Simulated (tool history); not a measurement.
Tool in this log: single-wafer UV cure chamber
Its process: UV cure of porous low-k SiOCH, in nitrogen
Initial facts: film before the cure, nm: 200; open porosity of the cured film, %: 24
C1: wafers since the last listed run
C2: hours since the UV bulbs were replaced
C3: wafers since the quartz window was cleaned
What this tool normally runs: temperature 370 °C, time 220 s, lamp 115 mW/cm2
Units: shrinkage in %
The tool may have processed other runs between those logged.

{"run": 1, "hour": 0.0, "temperature": 370, "time": 220, "lamp": 134, "C1": 0, "C2": 2496.0, "C3": 2549, "shrinkage": 13.879}
{"run": 2, "hour": 6.6, "temperature": 370, "time": 220, "lamp": 134, "C1": 57, "C2": 2502.6, "C3": 2606, "shrinkage": 13.97}
{"run": 3, "hour": 23.9, "temperature": 370, "time": 220, "lamp": 85, "C1": 150, "C2": 2519.9, "C3": 2757, "shrinkage": 11.467}
{"run": 4, "hour": 69.0, "temperature": 370, "time": 220, "lamp": 115, "C1": 392, "C2": 2565.0, "C3": 3149, "shrinkage": 12.845}
{"run": 5, "hour": 80.4, "temperature": 370, "time": 220, "lamp": 115, "C1": 99, "C2": 2576.4, "C3": 3249, "shrinkage": 12.749}
{"run": 6, "hour": 91.7, "temperature": 370, "time": 220, "lamp": 115, "C1": 98, "C2": 2587.7, "C3": 3347, "shrinkage": 12.638}
{"hour": 105.5, "done": "quartz window cleaned"}
{"run": 7, "hour": 105.8, "temperature": 370, "time": 220, "lamp": 115, "C1": 53, "C2": 2601.8, "C3": 2, "shrinkage": 13.484}
{"run": 8, "hour": 113.3, "temperature": 370, "time": 220, "lamp": 115, "C1": 65, "C2": 2609.3, "C3": 67, "shrinkage": 13.436}
{"run": 9, "hour": 122.7, "temperature": 370, "time": 220, "lamp": 115, "C1": 81, "C2": 2618.7, "C3": 149, "shrinkage": 13.392}
{"run": 10, "hour": 140.4, "temperature": 370, "time": 220, "lamp": 115, "C1": 154, "C2": 2636.4, "C3": 303, "shrinkage": 13.496}
{"run": 11, "hour": 155.0, "temperature": 370, "time": 220, "lamp": 115, "C1": 127, "C2": 2651.0, "C3": 430, "shrinkage": 13.474}
{"run": 12, "hour": 164.1, "temperature": 355, "time": 220, "lamp": 115, "C1": 79, "C2": 2660.1, "C3": 510, "shrinkage": 13.501}
{"run": 13, "hour": 175.9, "temperature": 370, "time": 220, "lamp": 115, "C1": 102, "C2": 2671.9, "C3": 612, "shrinkage": 13.517}
{"run": 14, "hour": 183.7, "temperature": 370, "time": 220, "lamp": 115, "C1": 67, "C2": 2679.7, "C3": 680, "shrinkage": 13.502}
{"run": 15, "hour": 196.4, "temperature": 354, "time": 220, "lamp": 115, "C1": 110, "C2": 2692.4, "C3": 791, "shrinkage": 13.152}
{"hour": 216.3, "done": "UV bulbs replaced"}
{"run": 16, "hour": 237.5, "temperature": 354, "time": 220, "lamp": 115, "C1": 288, "C2": 21.2, "C3": 1079, "shrinkage": 13.021}
{"run": 17, "hour": 245.9, "temperature": 354, "time": 220, "lamp": 115, "C1": 73, "C2": 29.6, "C3": 1152, "shrinkage": 12.9}
{"run": 18, "hour": 262.6, "temperature": 382, "time": 220, "lamp": 115, "C1": 145, "C2": 46.3, "C3": 1297, "shrinkage": 13.868}
{"run": 19, "hour": 315.2, "temperature": 382, "time": 220, "lamp": 115, "C1": 457, "C2": 98.9, "C3": 1755, "shrinkage": 13.521}
{"run": 20, "hour": 332.3, "temperature": 382, "time": 220, "lamp": 115, "C1": 148, "C2": 116.0, "C3": 1904, "shrinkage": 13.561}
{"run": 21, "hour": 384.0, "temperature": 370, "time": 220, "lamp": 115, "C1": 449, "C2": 167.7, "C3": 2354, "shrinkage": 13.537}
{"run": 22, "hour": 395.8, "temperature": 377, "time": 220, "lamp": 135, "C1": 102, "C2": 179.5, "C3": 2457, "shrinkage": 14.196}
{"run": 23, "hour": 407.2, "temperature": 360, "time": 105, "lamp": 134, "C1": 99, "C2": 190.9, "C3": 2556, "shrinkage": 10.067}
{"run": 24, "hour": 427.4, "temperature": 370, "time": 220, "lamp": 115, "C1": 175, "C2": 211.1, "C3": 2732, "shrinkage": 13.09}
{"run": 25, "hour": 435.9, "temperature": 382, "time": 220, "lamp": 115, "C1": 73, "C2": 219.6, "C3": 2806, "shrinkage": 12.989}
{"run": 26, "hour": 444.2, "temperature": 389, "time": 130, "lamp": 155, "C1": 72, "C2": 227.9, "C3": 2878, "shrinkage": 12.297}
{"run": 27, "hour": 461.3, "temperature": 385, "time": 100, "lamp": 115, "C1": 148, "C2": 245.0, "C3": 3027, "shrinkage": 9.641}
{"run": 28, "hour": 468.6, "temperature": 356, "time": 255, "lamp": 115, "C1": 63, "C2": 252.3, "C3": 3090, "shrinkage": 13.431}
{"run": 29, "hour": 486.1, "temperature": 354, "time": 125, "lamp": 154, "C1": 152, "C2": 269.8, "C3": 3242, "shrinkage": 11.066}
{"run": 30, "hour": 502.3, "temperature": 383, "time": 220, "lamp": 115, "C1": 141, "C2": 286.0, "C3": 3383, "shrinkage": 12.809}
{"hour": 526.6, "done": "quartz window cleaned"}
{"run": 31, "hour": 527.1, "temperature": 351, "time": 315, "lamp": 148, "C1": 146, "C2": 310.8, "C3": 4, "shrinkage": 16.142}
{"run": 32, "hour": 531.5, "temperature": 381, "time": 280, "lamp": 87, "C1": 38, "C2": 315.2, "C3": 42, "shrinkage": 13.491}
{"run": 33, "hour": 537.5, "temperature": 370, "time": 180, "lamp": 115, "C1": 52, "C2": 321.2, "C3": 95, "shrinkage": 12.349}
{"run": 34, "hour": 551.4, "temperature": 377, "time": 220, "lamp": 135, "C1": 120, "C2": 335.1, "C3": 216, "shrinkage": 14.49}
{"run": 35, "hour": 562.5, "temperature": 370, "time": 220, "lamp": 115, "C1": 96, "C2": 346.2, "C3": 312, "shrinkage": 13.492}
{"run": 36, "hour": 575.4, "temperature": 370, "time": 220, "lamp": 115, "C1": 112, "C2": 359.1, "C3": 425, "shrinkage": 13.507}
{"run": 37, "hour": 593.1, "temperature": 382, "time": 220, "lamp": 115, "C1": 154, "C2": 376.8, "C3": 579, "shrinkage": 13.883}
{"run": 38, "hour": 606.1, "temperature": 370, "time": 160, "lamp": 155, "C1": 113, "C2": 389.8, "C3": 692, "shrinkage": 13.224}
{"run": 39, "hour": 616.0, "temperature": 370, "time": 220, "lamp": 115, "C1": 86, "C2": 399.7, "C3": 778, "shrinkage": 13.402}
{"run": 40, "hour": 630.7, "temperature": 355, "time": 340, "lamp": 115, "C1": 127, "C2": 414.4, "C3": 906, "shrinkage": 15.551}
{"run": 41, "hour": 638.5, "temperature": 382, "time": 90, "lamp": 152, "C1": 67, "C2": 422.2, "C3": 974, "shrinkage": 10.651}
{"run": 42, "hour": 646.5, "temperature": 370, "time": 220, "lamp": 115, "C1": 69, "C2": 430.2, "C3": 1043, "shrinkage": 13.625}
{"run": 43, "hour": 658.2, "temperature": 370, "time": 300, "lamp": 115, "C1": 101, "C2": 441.9, "C3": 1145, "shrinkage": 15.07}
{"run": 44, "hour": 673.8, "temperature": 388, "time": 150, "lamp": 142, "C1": 135, "C2": 457.5, "C3": 1281, "shrinkage": 13.177}

Each row is a separate what-if for the run after 44, all from the same tool condition, not one after another. Results?
{"run": "A", "hour": 674.3, "temperature": 370, "time": 220, "lamp": 137, "C1": 4, "C2": 458.0, "C3": 1285, "shrinkage": "?"}
{"run": "B", "hour": 674.3, "temperature": 377, "time": 310, "lamp": 140, "C1": 4, "C2": 458.0, "C3": 1285, "shrinkage": "?"}
{"run": "C", "hour": 674.3, "temperature": 378, "time": 265, "lamp": 148, "C1": 4, "C2": 458.0, "C3": 1285, "shrinkage": "?"}
{"run": "D", "hour": 674.3, "temperature": 370, "time": 220, "lamp": 82, "C1": 4, "C2": 458.0, "C3": 1285, "shrinkage": "?"}

run=A shrinkage=14.342
run=B shrinkage=16.381
run=C shrinkage=15.874
run=D shrinkage=11.787
Without the tool's hidden state the same runs would have given:
run=A shrinkage=14.527
run=B shrinkage=16.571
run=C shrinkage=16.063
run=D shrinkage=11.962
